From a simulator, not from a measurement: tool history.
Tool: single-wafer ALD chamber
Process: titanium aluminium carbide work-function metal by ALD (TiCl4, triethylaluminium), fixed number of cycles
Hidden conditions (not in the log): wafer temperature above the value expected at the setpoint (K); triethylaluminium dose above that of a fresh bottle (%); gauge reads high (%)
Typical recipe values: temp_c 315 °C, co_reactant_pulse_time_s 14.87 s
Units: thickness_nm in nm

run   hour  temp_c  co_reactant_pulse_time_s  wafers since the last listed run  hours since the last thermocouple change  hours since the last triethylaluminium bottle change  hours since the showerhead was replaced  hours since the gauge calibration  read-back reference wafer on the same gauge, thickness_nm  thickness_nm
  1    0.0     315                     14.87                                 0                                    2944.4                                                1079.1                                   7636.0                               58.4                                                      2.360         2.078
  2    7.8     326                     14.87                                60                                    2952.2                                                1086.9                                   7643.8                               66.2                                                      2.360         2.166
  3   24.8     312                     14.87                               132                                    2969.2                                                1103.9                                   7660.8                               83.2                                                      2.360         2.057
  4   33.8     315                     16.31                                70                                    2978.2                                                1112.9                                   7669.8                               92.2                                                      2.363         2.081
  5   40.8     315                     14.87                                54                                    2985.2                                                1119.9                                   7676.8                               99.2                                                      2.358         2.076
  6   49.8     315                     14.87                                70                                    2994.2                                                1128.9                                   7685.8                              108.2                                                      2.357         2.071
  7   63.4     305                     19.52                               106                                    3007.8                                                1142.5                                   7699.4                              121.8                                                      2.362         2.012
  8   76.1     315                     14.87                                99                                    3020.5                                                1155.2                                   7712.1                              134.5                                                      2.358         2.070
      84.9  -- showerhead replaced
      97.5  -- thermocouple changed; heater temperature recalibrated
  9   98.0     318                     14.87                                46                                       0.5                                                1177.1                                     13.1                              156.4                                                      2.362         2.083
 10  106.9     318                     14.87                                69                                       9.4                                                1186.0                                     22.0                              165.3                                                      2.360         2.094
     109.8  -- gauge calibrated
 11  114.3     315                     14.87                                57                                      16.8                                                1193.4                                     29.4                                4.5                                                      2.362         2.071
     123.2  -- triethylaluminium bottle replaced
 12  124.4     315                     14.87                                16                                      26.9                                                   1.2                                     39.5                               14.6                                                      2.359         2.068
 13  131.2     329                      9.76                                53                                      33.7                                                   8.0                                     46.3                               21.4                                                      2.360         2.128
 14  148.8     315                     20.47                               137                                      51.3                                                  25.6                                     63.9                               39.0                                                      2.363         2.080
 15  164.0     320                      9.91                               118                                      66.5                                                  40.8                                     79.1                               54.2                                                      2.364         2.065
 16  170.8     301                      9.85                                53                                      73.3                                                  47.6                                     85.9                               61.0                                                      2.360         1.933
 17  181.2     301                     14.87                                81                                      83.7                                                  58.0                                     96.3                               71.4                                                      2.361         1.958
 18  193.4     315                     14.87                                95                                      95.9                                                  70.2                                    108.5                               83.6                                                      2.361         2.069
 19  206.3     325                     19.40                               100                                     108.8                                                  83.1                                    121.4                               96.5                                                      2.361         2.147
 20  221.6     321                     11.06                               119                                     124.1                                                  98.4                                    136.7                              111.8                                                      2.357         2.094
 21  229.1     315                     20.50                                58                                     131.6                                                 105.9                                    144.2                              119.3                                                      2.360         2.084
 22  244.7     315                     14.87                               121                                     147.2                                                 121.5                                    159.8                              134.9                                                      2.360         2.077
 23  252.3     328                     12.24                                59                                     154.8                                                 129.1                                    167.4                              142.5                                                      2.358         2.156
 24  260.3     318                     14.87                                62                                     162.8                                                 137.1                                    175.4                              150.5                                                      2.360         2.092
 25  272.3     309                     19.30                                93                                     174.8                                                 149.1                                    187.4                              162.5                                                      2.362         2.037

Branching from run 25: 5 alternative next runs. What would each branch give?
  A  272.7     315                     12.61                                 3                                     175.2                                                 149.5                                    187.8                              162.9                                                          ?             ?
  B  272.7     327                     14.87                                 3                                     175.2                                                 149.5                                    187.8                              162.9                                                          ?             ?
  C  272.7     325                     10.28                                 3                                     175.2                                                 149.5                                    187.8                              162.9                                                          ?             ?
  D  272.7     308                     14.87                                 3                                     175.2                                                 149.5                                    187.8                              162.9                                                          ?             ?
  E  272.7     315                     17.07                                 3                                     175.2                                                 149.5                                    187.8                              162.9                                                          ?             ?

run  read-back reference wafer on the same gauge, thickness_nm  thickness_nm
  A                                                      2.361         2.053
  B                                                      2.361         2.155
  C                                                      2.361         2.104
  D                                                      2.361         2.012
  E                                                      2.361         2.070
Without the tool's unlogged condition, the same runs would have read:
run  thickness_nm
  A         2.053
  B         2.155
  C         2.104
  D         2.012
  E         2.070

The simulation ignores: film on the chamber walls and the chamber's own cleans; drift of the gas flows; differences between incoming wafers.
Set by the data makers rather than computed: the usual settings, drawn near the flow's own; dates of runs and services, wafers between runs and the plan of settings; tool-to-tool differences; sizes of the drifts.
